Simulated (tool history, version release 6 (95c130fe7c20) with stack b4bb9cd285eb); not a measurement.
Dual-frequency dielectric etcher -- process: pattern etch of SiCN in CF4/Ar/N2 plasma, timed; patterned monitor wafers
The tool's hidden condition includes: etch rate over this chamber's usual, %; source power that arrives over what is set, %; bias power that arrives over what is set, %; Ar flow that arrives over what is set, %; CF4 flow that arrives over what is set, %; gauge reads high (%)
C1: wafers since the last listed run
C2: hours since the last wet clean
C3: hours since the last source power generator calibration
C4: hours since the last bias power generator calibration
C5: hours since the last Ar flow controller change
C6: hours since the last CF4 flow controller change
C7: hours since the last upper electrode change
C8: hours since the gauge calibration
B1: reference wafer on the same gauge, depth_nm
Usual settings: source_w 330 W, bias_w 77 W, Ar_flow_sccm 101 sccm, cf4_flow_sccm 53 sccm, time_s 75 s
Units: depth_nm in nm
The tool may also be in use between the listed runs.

Run 1, hour 0: usual settings; C1 0; C2 333.3; C3 526.6; C4 3534.8; C5 3360.3; C6 750; C7 2547.8; C8 1885.9; B1 43. Result: depth_nm 49.12 nm.
At hour 99.4: upper electrode replaced.
Run 2, hour 99.9: usual settings; C1 463; C2 433.2; C3 626.5; C4 3634.7; C5 3460.2; C6 849.9; C7 0.5; C8 1985.8; B1 43.02. Result: depth_nm 49.28 nm.
At hour 152: wet clean of the chamber.
Run 3, hour 204: usual settings but Ar_flow_sccm 82 sccm; C1 489; C2 52; C3 730.6; C4 3738.8; C5 3564.3; C6 954; C7 104.6; C8 2089.9; B1 42.97. Result: depth_nm 50.66 nm.
Run 4, hour 265: usual settings but Ar_flow_sccm 82 sccm; C1 372; C2 113; C3 791.6; C4 3799.8; C5 3625.3; C6 1015; C7 165.6; C8 2150.9; B1 43.01. Result: depth_nm 50.2 nm.
At hour 294.6: Ar flow controller replaced.
Run 5, hour 347.7: usual settings; C1 468; C2 195.7; C3 874.3; C4 3882.5; C5 53.1; C6 1097.7; C7 248.3; C8 2233.6; B1 43.05. Result: depth_nm 49.47 nm.
Run 6, hour 428: usual settings; C1 490; C2 276; C3 954.6; C4 3962.8; C5 133.4; C6 1178; C7 328.6; C8 2313.9; B1 42.99. Result: depth_nm 49.09 nm.
At hour 492.9: gauge calibrated.
Run 7, hour 518: usual settings; C1 550; C2 366; C3 1044.6; C4 4052.8; C5 223.4; C6 1268; C7 418.6; C8 25.1; B1 43.01. Result: depth_nm 49.49 nm.
Run 8, hour 586.7: usual settings but Ar_flow_sccm 116 sccm; C1 419; C2 434.7; C3 1113.3; C4 4121.5; C5 292.1; C6 1336.7; C7 487.3; C8 93.8; B1 43.05. Result: depth_nm 48.75 nm.
Run 9, hour 627.2: usual settings but source_w 310 W, bias_w 69 W, cf4_flow_sccm 44 sccm; C1 247; C2 475.2; C3 1153.8; C4 4162; C5 332.6; C6 1377.2; C7 527.8; C8 134.3; B1 43.02. Result: depth_nm 43.15 nm.
At hour 654.7: wet clean of the chamber.
At hour 691.6: CF4 flow controller replaced.
Run 10, hour 698.4: usual settings but Ar_flow_sccm 115 sccm, cf4_flow_sccm 42 sccm, time_s 65 s; C1 251; C2 43.7; C3 1225; C4 4233.2; C5 403.8; C6 6.8; C7 599; C8 205.5; B1 43.01. Result: depth_nm 40.38 nm.
Run 11, hour 766.1: usual settings but cf4_flow_sccm 42 sccm, time_s 66.5 s; C1 413; C2 111.4; C3 1292.7; C4 4300.9; C5 471.5; C6 74.5; C7 666.7; C8 273.2; B1 43.02. Result: depth_nm 41.83 nm.
At hour 835.9: bias power generator calibrated.
Run 12, hour 873.6: usual settings; C1 632; C2 218.9; C3 1400.2; C4 37.7; C5 579; C6 182; C7 774.2; C8 380.7; B1 42.98. Result: depth_nm 49.9 nm.
At hour 907.8: source power generator calibrated.
Run 13, hour 922.4: usual settings but bias_w 69 W, cf4_flow_sccm 48 sccm; C1 273; C2 267.7; C3 14.6; C4 86.5; C5 627.8; C6 230.8; C7 823; C8 429.5; B1 43. Result: depth_nm 45.29 nm.
Run 14, hour 970.9: usual settings but bias_w 95 W, Ar_flow_sccm 114 sccm, time_s 95.5 s; C1 296; C2 316.2; C3 63.1; C4 135; C5 676.3; C6 279.3; C7 871.5; C8 478; B1 43.04. Result: depth_nm 67.29 nm.
Run 15, hour 1022.2: usual settings but bias_w 94 W, Ar_flow_sccm 82 sccm, cf4_flow_sccm 48 sccm, time_s 57.5 s; C1 313; C2 367.5; C3 114.4; C4 186.3; C5 727.6; C6 330.6; C7 922.8; C8 529.3; B1 43.06. Result: depth_nm 40.77 nm.
Run 16, hour 1067.7: usual settings but source_w 360 W, cf4_flow_sccm 63 sccm; C1 278; C2 413; C3 159.9; C4 231.8; C5 773.1; C6 376.1; C7 968.3; C8 574.8; B1 43. Result: depth_nm 54.03 nm.
Run 17, hour 1144.1: usual settings; C1 466; C2 489.4; C3 236.3; C4 308.2; C5 849.5; C6 452.5; C7 1044.7; C8 651.2; B1 42.99. Result: depth_nm 48.86 nm.
Run 18, hour 1219.5: usual settings but cf4_flow_sccm 59 sccm, time_s 65 s; C1 460; C2 564.8; C3 311.7; C4 383.6; C5 924.9; C6 527.9; C7 1120.1; C8 726.6; B1 43.01. Result: depth_nm 43.22 nm.
At hour 1264: wet clean of the chamber.
Run 19, hour 1285: usual settings but cf4_flow_sccm 45 sccm; C1 253; C2 21; C3 377.2; C4 449.1; C5 990.4; C6 593.4; C7 1185.6; C8 792.1; B1 42.96. Result: depth_nm 47.42 nm.
Run 20, hour 1390.2: usual settings but Ar_flow_sccm 125 sccm; C1 642; C2 126.2; C3 482.4; C4 554.3; C5 1095.6; C6 698.6; C7 1290.8; C8 897.3; B1 43.01. Result: depth_nm 48 nm.

Predict each of these 5 candidate next runs independently; none follows another, all start after run 20:
Run A, hour 1390.6: usual settings but Ar_flow_sccm 85 sccm; C1 2; C2 126.6; C3 482.8; C4 554.7; C5 1096; C6 699; C7 1291.2; C8 897.7; B1 ?. Result: depth_nm ?.
Run B, hour 1390.6: usual settings but bias_w 92 W; C1 2; C2 126.6; C3 482.8; C4 554.7; C5 1096; C6 699; C7 1291.2; C8 897.7; B1 ?. Result: depth_nm ?.
Run C, hour 1390.6: usual settings but Ar_flow_sccm 85 sccm, cf4_flow_sccm 44 sccm, time_s 61.5 s; C1 2; C2 126.6; C3 482.8; C4 554.7; C5 1096; C6 699; C7 1291.2; C8 897.7; B1 ?. Result: depth_nm ?.
Run D, hour 1390.6: usual settings but source_w 380 W, bias_w 68 W, cf4_flow_sccm 42 sccm; C1 2; C2 126.6; C3 482.8; C4 554.7; C5 1096; C6 699; C7 1291.2; C8 897.7; B1 ?. Result: depth_nm ?.
Run E, hour 1390.6: usual settings but bias_w 93 W, Ar_flow_sccm 92 sccm; C1 2; C2 126.6; C3 482.8; C4 554.7; C5 1096; C6 699; C7 1291.2; C8 897.7; B1 ?. Result: depth_nm ?.

run     B1  depth_nm
  A  42.96     50.31
  B  42.96     53.36
  C  42.96     39.77
  D  42.96     49.37
  E  42.96     54.17
With no hidden state in the tool, these same runs would have given:
run  depth_nm
  A     49.52
  B     52.53
  C     39.15
  D      48.6
  E     53.32

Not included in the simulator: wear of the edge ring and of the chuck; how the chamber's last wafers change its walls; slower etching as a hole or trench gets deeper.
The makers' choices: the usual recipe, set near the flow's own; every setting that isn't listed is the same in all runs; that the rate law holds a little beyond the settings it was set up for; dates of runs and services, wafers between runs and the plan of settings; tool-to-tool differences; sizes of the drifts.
